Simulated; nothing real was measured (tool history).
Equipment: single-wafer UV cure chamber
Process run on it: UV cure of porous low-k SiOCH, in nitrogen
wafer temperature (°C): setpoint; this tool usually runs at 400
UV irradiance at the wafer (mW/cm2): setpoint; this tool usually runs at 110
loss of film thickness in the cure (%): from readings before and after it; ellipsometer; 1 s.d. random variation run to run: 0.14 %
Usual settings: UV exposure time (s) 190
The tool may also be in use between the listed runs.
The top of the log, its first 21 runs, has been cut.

run   hour  wafer temperature (°C)  UV exposure time (s)  UV irradiance at the wafer (mW/cm2)  loss of film thickness in the cure (%)
 22  601.9                     410                   190                                  131                                  12.551
 23  629.1                     400                   190                                  110                                  11.618
 24  643.1                     400                   190                                  110                                  11.336
 25  659.7                     381                   190                                  147                                  12.156
     676.2  -- quartz window cleaned
 26  690.8                     400                   190                                   89                                  11.082
 27  704.4                     400                   190                                   92                                  11.258
 28  729.4                     412                   230                                  110                                  12.973
 29  758.3                     400                   245                                   76                                  11.169
 30  777.3                     400                   290                                  110                                  13.854

Here are 3 independent what-if runs from the current tool condition. What would each one return?
  A  777.8                     409                   190                                  110                                       ?
  B  777.8                     400                   190                                  140                                       ?
  C  777.8                     400                   280                                   87                                       ?

run  loss of film thickness in the cure (%)
  A                                  12.036
  B                                  13.035
  C                                  12.608
With the hidden condition removed and each run's random variation left untouched, the same runs would have given:
run  loss of film thickness in the cure (%)
  A                                  12.364
  B                                  13.370
  C                                  12.940

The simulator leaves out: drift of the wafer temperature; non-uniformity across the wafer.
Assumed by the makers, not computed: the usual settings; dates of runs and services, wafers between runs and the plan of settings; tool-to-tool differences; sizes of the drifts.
